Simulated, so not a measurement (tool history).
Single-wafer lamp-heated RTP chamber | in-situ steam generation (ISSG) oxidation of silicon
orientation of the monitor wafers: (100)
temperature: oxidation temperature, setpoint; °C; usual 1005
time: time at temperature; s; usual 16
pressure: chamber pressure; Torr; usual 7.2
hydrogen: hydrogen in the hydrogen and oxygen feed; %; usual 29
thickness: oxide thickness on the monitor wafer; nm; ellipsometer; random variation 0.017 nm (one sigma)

run	hour	temperature	time	pressure	hydrogen	read-back reference wafer on the same gauge, thickness	thickness
1	0.0	1005	16	7.2	29	4.182	5.282
2	34.9	1005	16	7.2	29	4.184	5.296
3	58.9	1005	16	7.2	29	4.170	5.278
4	80.2	1005	16	7.2	29	4.179	5.280
5	97.2	1005	16	7.2	29	4.181	5.310
6	126.3	1005	16	7.2	29	4.181	5.259
# hour 160.2: hydrogen flow controller replaced
7	160.7	1005	16	7.2	29	4.183	5.293
8	182.0	1005	13	7.2	29	4.177	4.811
# hour 205.6: pyrometer window cleaned and pyrometer calibrated
9	216.7	1005	13	7.2	29	4.172	4.913
# hour 218.6: gauge calibrated
10	249.1	1005	16	6.9	29	4.181	5.381
11	265.3	1005	16	6.9	29	4.176	5.425
12	278.3	1005	16	7.2	32	4.185	5.558
13	306.6	1005	16	7.2	29	4.178	5.441
# hour 323.4: pyrometer window cleaned and pyrometer calibrated, repeated, since the last time left the tool worse
14	326.3	1005	16	7.2	29	4.180	5.158

The next listed run, before its measurement:
15	340.3	989	21	8.4	23	?	?

Run 15 gave read-back reference wafer on the same gauge, thickness 4.179, thickness 5.156 nm.
Without the tool's hidden state the same run would have given thickness 5.143 nm.
